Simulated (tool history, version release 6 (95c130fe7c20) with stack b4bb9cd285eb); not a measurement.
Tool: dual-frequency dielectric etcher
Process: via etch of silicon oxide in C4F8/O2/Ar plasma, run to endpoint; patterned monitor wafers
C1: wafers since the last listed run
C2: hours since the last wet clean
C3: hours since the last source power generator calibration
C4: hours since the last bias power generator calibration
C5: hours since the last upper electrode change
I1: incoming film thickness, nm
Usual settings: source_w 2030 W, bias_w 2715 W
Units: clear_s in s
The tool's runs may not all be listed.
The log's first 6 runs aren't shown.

run 7 day=11.888 | source_w=2030 bias_w=2715 | C1=167 C2=390.5 C3=1348.5 C4=2643.6 C5=4146.2 | I1=1553.8 | clear_s=270.1
run 8 day=13.200 | source_w=2030 bias_w=2715 | C1=210 C2=422.0 C3=1380.0 C4=2675.1 C5=4177.7 | I1=1549.4 | clear_s=268.7
run 9 day=14.733 | source_w=2030 bias_w=2715 | C1=246 C2=458.8 C3=1416.8 C4=2711.9 C5=4214.5 | I1=1546.1 | clear_s=268.6
-- day=16.517 wet clean of the chamber
run 10 day=17.558 | source_w=2030 bias_w=2715 | C1=293 C2=25.0 C3=1484.6 C4=2779.7 C5=4282.3 | I1=1537.1 | clear_s=265.8
run 11 day=20.067 | source_w=2030 bias_w=2715 | C1=403 C2=85.2 C3=1544.8 C4=2839.9 C5=4342.5 | I1=1542.0 | clear_s=266.0
run 12 day=21.258 | source_w=2030 bias_w=2715 | C1=191 C2=113.8 C3=1573.4 C4=2868.5 C5=4371.1 | I1=1552.2 | clear_s=268.7
run 13 day=22.592 | source_w=2030 bias_w=2715 | C1=214 C2=145.8 C3=1605.4 C4=2900.5 C5=4403.1 | I1=1552.1 | clear_s=269.1
run 14 day=23.608 | source_w=2030 bias_w=2715 | C1=163 C2=170.2 C3=1629.8 C4=2924.9 C5=4427.5 | I1=1542.9 | clear_s=266.5
run 15 day=26.012 | source_w=2030 bias_w=2715 | C1=386 C2=227.9 C3=1687.5 C4=2982.6 C5=4485.2 | I1=1558.1 | clear_s=270.4
-- day=27.171 source power generator calibrated
run 16 day=28.696 | source_w=2030 bias_w=2573 | C1=404 C2=292.3 C3=36.6 C4=3047.0 C5=4549.6 | I1=1545.3 | clear_s=263.6
-- day=31.225 upper electrode replaced
run 17 day=31.246 | source_w=2030 bias_w=2573 | C1=249 C2=353.5 C3=97.8 C4=3108.2 C5=0.5 | I1=1551.8 | clear_s=269.5
run 18 day=33.458 | source_w=1800 bias_w=2140 | C1=355 C2=406.6 C3=150.9 C4=3161.3 C5=53.6 | I1=1540.6 | clear_s=288.3
run 19 day=34.754 | source_w=1750 bias_w=2099 | C1=208 C2=437.7 C3=182.0 C4=3192.4 C5=84.7 | I1=1546.1 | clear_s=296.3
run 20 day=37.258 | source_w=2030 bias_w=3262 | C1=402 C2=497.8 C3=242.1 C4=3252.5 C5=144.8 | I1=1552.6 | clear_s=254.0

Forecast run 21:
-- day=39.892 wet clean of the chamber
run 21 day=39.912 | source_w=1750 bias_w=2099 | C1=265 C2=0.5 C3=305.8 C4=3316.2 C5=208.5 | I1=1534.3 | clear_s=?

Run 21 gave clear_s 293.6 s.
Without the tool's hidden state the same run would have given clear_s 290.9 s.

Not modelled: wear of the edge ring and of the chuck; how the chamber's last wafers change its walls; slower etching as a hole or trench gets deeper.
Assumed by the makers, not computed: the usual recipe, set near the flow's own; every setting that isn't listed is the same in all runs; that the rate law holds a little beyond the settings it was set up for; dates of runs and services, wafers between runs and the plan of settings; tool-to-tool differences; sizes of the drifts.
